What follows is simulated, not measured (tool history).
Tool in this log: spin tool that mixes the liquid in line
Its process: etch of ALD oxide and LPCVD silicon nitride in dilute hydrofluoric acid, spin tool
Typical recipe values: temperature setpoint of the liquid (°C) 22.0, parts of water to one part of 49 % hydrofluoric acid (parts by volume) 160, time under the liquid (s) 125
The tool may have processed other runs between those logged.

| run | day | temperature setpoint of the liquid (°C) | parts of water to one part of 49 % hydrofluoric acid (parts by volume) | time under the liquid (s) | read-back film thickness of the ALD oxide reference wafer, read on the same gauge (nm) | read-back film thickness of the LPCVD silicon nitride reference wafer, read on the same gauge (nm) | thickness taken off the ALD oxide on a monitor wafer (angstrom) | thickness taken off the LPCVD silicon nitride on a monitor wafer (angstrom) |
|---|---|---|---|---|---|---|---|---|
| 1 | 0.000 | 22.0 | 160 | 125 | 123.72 | 134.008 | 78.4 | 3.47 |
| 2 | 2.308 | 20.0 | 160 | 185 | 123.70 | 134.015 | 107.8 | 4.73 |
| 3 | 4.550 | 20.0 | 160 | 185 | 123.73 | 134.052 | 107.5 | 5.23 |
|  | 5.367 | thermometer replaced |
| 4 | 11.983 | 20.0 | 160 | 185 | 123.81 | 134.096 | 107.8 | 5.16 |
| 5 | 15.408 | 27.0 | 160 | 70 | 123.81 | 134.082 | 53.3 | 2.99 |
|  | 15.762 | gauge calibrated |
| 6 | 17.221 | 22.0 | 160 | 95 | 119.64 | 129.598 | 57.7 | 3.02 |
| 7 | 20.796 | 22.0 | 160 | 125 | 120.10 | 130.099 | 76.4 | 3.37 |
|  | 25.050 | hydrofluoric acid flow meter replaced |
| 8 | 25.088 | 22.0 | 160 | 125 | 120.57 | 130.623 | 76.4 | 3.71 |
| 9 | 26.796 | 22.0 | 160 | 155 | 120.79 | 130.796 | 95.0 | 4.57 |
| 10 | 30.796 | 19.0 | 195 | 85 | 121.11 | 131.196 | 36.8 | 1.70 |
| 11 | 33.317 | 22.0 | 160 | 125 | 121.28 | 131.453 | 76.5 | 4.02 |
| 12 | 34.992 | 22.0 | 230 | 125 | 121.44 | 131.602 | 49.8 | 3.24 |
| 13 | 39.138 | 22.0 | 230 | 75 | 121.73 | 131.883 | 29.9 | 1.68 |
| 14 | 42.800 | 22.0 | 210 | 150 | 122.02 | 132.187 | 67.6 | 3.68 |
| 15 | 46.238 | 22.0 | 160 | 185 | 122.21 | 132.395 | 115.7 | 5.04 |
| 16 | 48.083 | 19.0 | 160 | 160 | 122.23 | 132.500 | 88.4 | 3.45 |
| 17 | 52.042 | 25.0 | 160 | 70 | 122.50 | 132.670 | 49.1 | 2.71 |
| 18 | 55.396 | 22.0 | 160 | 125 | 122.60 | 132.860 | 77.7 | 3.96 |
| 19 | 57.871 | 22.0 | 160 | 125 | 122.69 | 132.962 | 77.8 | 3.79 |
| 20 | 60.496 | 22.0 | 160 | 125 | 122.85 | 133.076 | 78.0 | 3.48 |
| 21 | 62.233 | 17.0 | 135 | 125 | 122.89 | 133.135 | 77.6 | 3.62 |
| 22 | 64.004 | 24.0 | 160 | 125 | 122.93 | 133.183 | 84.5 | 4.88 |
| 23 | 65.754 | 24.0 | 135 | 180 | 122.98 | 133.243 | 148.5 | 7.57 |
| 24 | 70.104 | 22.0 | 160 | 100 | 123.14 | 133.397 | 62.3 | 3.29 |
|  | 71.754 | hydrofluoric acid flow meter replaced |
| 25 | 72.938 | 22.0 | 160 | 125 | 123.23 | 133.436 | 78.4 | 4.45 |

Give the tool's hidden conditions for every run:
liquid hotter than its thermometer reads (K): 0 on each run
hydrofluoric acid flow below the setpoint (%): 0 on each run
H1: gauge reads high (%)
| run | H1 |
|---|---|
| 1 | 3.08 |
| 2 | 3.1 |
| 3 | 3.11 |
| 4 | 3.15 |
| 5 | 3.17 |
| 6 | -0.297 |
| 7 | 0.0783 |
| 8 | 0.478 |
| 9 | 0.622 |
| 10 | 0.933 |
| 11 | 1.11 |
| 12 | 1.22 |
| 13 | 1.47 |
| 14 | 1.67 |
| 15 | 1.83 |
| 16 | 1.91 |
| 17 | 2.07 |
| 18 | 2.19 |
| 19 | 2.27 |
| 20 | 2.35 |
| 21 | 2.4 |
| 22 | 2.45 |
| 23 | 2.49 |
| 24 | 2.6 |
| 25 | 2.65 |
